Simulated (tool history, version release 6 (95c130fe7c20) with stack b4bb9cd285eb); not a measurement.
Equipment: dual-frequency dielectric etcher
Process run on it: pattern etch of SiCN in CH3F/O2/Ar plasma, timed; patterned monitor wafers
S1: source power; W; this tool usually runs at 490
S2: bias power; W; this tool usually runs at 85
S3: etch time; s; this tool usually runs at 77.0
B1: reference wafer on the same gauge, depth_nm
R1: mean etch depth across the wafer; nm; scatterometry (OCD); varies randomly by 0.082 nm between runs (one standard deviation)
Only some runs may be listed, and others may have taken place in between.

run 1 hour=0.0 | S1=490 S2=85 S3=77.0 | B1=40.33 | R1=34.62
run 2 hour=67.6 | S1=490 S2=85 S3=88.5 | B1=40.30 | R1=39.82
run 3 hour=135.4 | S1=490 S2=85 S3=77.0 | B1=40.30 | R1=34.65
-- hour=197.2 wet clean of the chamber
run 4 hour=197.7 | S1=490 S2=96 S3=77.0 | B1=40.32 | R1=36.74
run 5 hour=205.6 | S1=490 S2=96 S3=77.0 | B1=40.27 | R1=36.73
run 6 hour=271.7 | S1=550 S2=85 S3=67.5 | B1=40.29 | R1=31.41
-- hour=303.8 upper electrode replaced
run 7 hour=325.8 | S1=490 S2=85 S3=77.0 | B1=40.26 | R1=34.64
run 8 hour=395.4 | S1=490 S2=85 S3=77.0 | B1=40.31 | R1=34.63
run 9 hour=422.9 | S1=490 S2=85 S3=77.0 | B1=40.31 | R1=34.64
-- hour=457.9 source power generator calibrated
run 10 hour=471.3 | S1=490 S2=85 S3=77.0 | B1=40.31 | R1=34.45
run 11 hour=515.3 | S1=490 S2=85 S3=77.0 | B1=40.33 | R1=34.44
run 12 hour=550.2 | S1=400 S2=85 S3=77.0 | B1=40.30 | R1=32.91
run 13 hour=578.4 | S1=490 S2=85 S3=98.5 | B1=40.28 | R1=44.30
run 14 hour=645.3 | S1=410 S2=85 S3=98.0 | B1=40.32 | R1=42.19
run 15 hour=678.8 | S1=490 S2=85 S3=77.0 | B1=40.28 | R1=34.68
run 16 hour=732.0 | S1=490 S2=73 S3=92.0 | B1=40.29 | R1=38.22
run 17 hour=783.0 | S1=490 S2=103 S3=77.0 | B1=40.30 | R1=38.19
-- hour=820.6 gauge calibrated
-- hour=840.6 wet clean of the chamber
run 18 hour=846.2 | S1=490 S2=72 S3=77.0 | B1=40.26 | R1=31.75
run 19 hour=877.8 | S1=600 S2=105 S3=55.5 | B1=40.27 | R1=29.24
run 20 hour=914.4 | S1=490 S2=75 S3=77.0 | B1=40.27 | R1=32.50
run 21 hour=958.7 | S1=490 S2=85 S3=77.0 | B1=40.36 | R1=34.64
run 22 hour=1007.0 | S1=490 S2=85 S3=77.0 | B1=40.27 | R1=34.60
run 23 hour=1035.9 | S1=490 S2=85 S3=77.0 | B1=40.29 | R1=34.68
-- hour=1067.4 bias power generator calibrated
run 24 hour=1105.5 | S1=490 S2=85 S3=57.5 | B1=40.35 | R1=25.87
run 25 hour=1173.7 | S1=560 S2=101 S3=67.5 | B1=40.29 | R1=34.28
run 26 hour=1233.9 | S1=600 S2=97 S3=77.0 | B1=40.35 | R1=39.15
-- hour=1372.8 wet clean of the chamber
run 27 hour=1389.5 | S1=490 S2=85 S3=77.0 | B1=40.31 | R1=34.65
run 28 hour=1435.6 | S1=580 S2=85 S3=94.0 | B1=40.28 | R1=44.22
run 29 hour=1485.4 | S1=540 S2=65 S3=92.0 | B1=40.28 | R1=36.89

Run-by-run hidden state of the tool:
etch rate over this chamber's usual, %: 0 at every run
source power that arrives over what is set, %: 0 at every run
bias power that arrives over what is set, %: 0 at every run
gauge reads high (%): 0 at every run
